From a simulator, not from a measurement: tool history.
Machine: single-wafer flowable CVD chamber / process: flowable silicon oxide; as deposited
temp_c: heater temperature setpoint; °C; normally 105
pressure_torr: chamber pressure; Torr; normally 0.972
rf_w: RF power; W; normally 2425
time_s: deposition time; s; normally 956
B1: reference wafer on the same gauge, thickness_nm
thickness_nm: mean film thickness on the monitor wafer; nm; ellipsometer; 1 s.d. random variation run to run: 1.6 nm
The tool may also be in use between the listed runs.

run 1 day=0 | temp_c=105 pressure_torr=0.972 rf_w=2425 time_s=848 | B1=590.115 | thickness_nm=589.071
run 2 day=2.279 | temp_c=105 pressure_torr=0.972 rf_w=2300 time_s=956 | B1=590.095 | thickness_nm=659.335
run 3 day=4.454 | temp_c=105 pressure_torr=0.972 rf_w=2300 time_s=956 | B1=590.007 | thickness_nm=655.921
run 4 day=7.696 | temp_c=105 pressure_torr=1.134 rf_w=2425 time_s=956 | B1=589.717 | thickness_nm=769.063
-- day=8.933 gauge calibrated
run 5 day=10.596 | temp_c=105 pressure_torr=1.134 rf_w=2425 time_s=956 | B1=589.621 | thickness_nm=768.882
run 6 day=12.738 | temp_c=105 pressure_torr=1.113 rf_w=2425 time_s=956 | B1=589.982 | thickness_nm=751.553
run 7 day=17.133 | temp_c=105 pressure_torr=1.113 rf_w=2425 time_s=956 | B1=590.115 | thickness_nm=755.253
run 8 day=19.838 | temp_c=105 pressure_torr=1.113 rf_w=2425 time_s=956 | B1=590.24 | thickness_nm=751.081
run 9 day=21.921 | temp_c=105 pressure_torr=0.972 rf_w=2425 time_s=956 | B1=589.863 | thickness_nm=657.891
-- day=31.762 RF generator calibrated
-- day=33.571 thermocouple changed; heater temperature recalibrated
run 10 day=34.625 | temp_c=105 pressure_torr=0.972 rf_w=2425 time_s=956 | B1=590.248 | thickness_nm=668.184
run 11 day=36.304 | temp_c=105 pressure_torr=0.79 rf_w=2180 time_s=956 | B1=590.039 | thickness_nm=532.959
run 12 day=38.771 | temp_c=105 pressure_torr=1.134 rf_w=2425 time_s=956 | B1=589.851 | thickness_nm=774.334
run 13 day=41.775 | temp_c=105 pressure_torr=0.972 rf_w=2425 time_s=956 | B1=589.875 | thickness_nm=669.631
run 14 day=52.967 | temp_c=105 pressure_torr=0.771 rf_w=2425 time_s=956 | B1=590.004 | thickness_nm=528.667
run 15 day=65.617 | temp_c=105 pressure_torr=0.972 rf_w=2425 time_s=956 | B1=590.112 | thickness_nm=654.047
-- day=67.033 showerhead replaced
run 16 day=67.954 | temp_c=105 pressure_torr=1.049 rf_w=1985 time_s=899 | B1=589.951 | thickness_nm=641.654
-- day=68.85 gauge calibrated
-- day=70.192 capacitance manometer re-zeroed and calibrated
run 17 day=71.729 | temp_c=117 pressure_torr=1.162 rf_w=2425 time_s=956 | B1=590.004 | thickness_nm=523.686
-- day=72.642 thermocouple changed; heater temperature recalibrated
run 18 day=82.029 | temp_c=105 pressure_torr=0.972 rf_w=2425 time_s=956 | B1=590.384 | thickness_nm=663.478
run 19 day=85.512 | temp_c=105 pressure_torr=0.972 rf_w=2640 time_s=904 | B1=589.762 | thickness_nm=633.295
run 20 day=89.729 | temp_c=105 pressure_torr=0.972 rf_w=2425 time_s=866 | B1=589.76 | thickness_nm=595.804

For each run, what was the tool's unlogged condition?
delivered RF power above the setpoint (%): 0, the same for each run
true pressure above the setpoint (%): 0, the same for each run
gauge reads high (%): 0, the same for each run
H1: wafer temperature above the value expected at the setpoint (K)
run=1 H1=0.0784
run=2 H1=0.0915
run=3 H1=0.108
run=4 H1=0.142
run=5 H1=0.18
run=6 H1=0.213
run=7 H1=0.295
run=8 H1=0.354
run=9 H1=0.405
run=10 H1=-0.0472
run=11 H1=-0.0442
run=12 H1=-0.0351
run=13 H1=-0.0163
run=14 H1=0.127
run=15 H1=0.43
run=16 H1=0.503
run=17 H1=0.63
run=18 H1=0.129
run=19 H1=0.165
run=20 H1=0.224
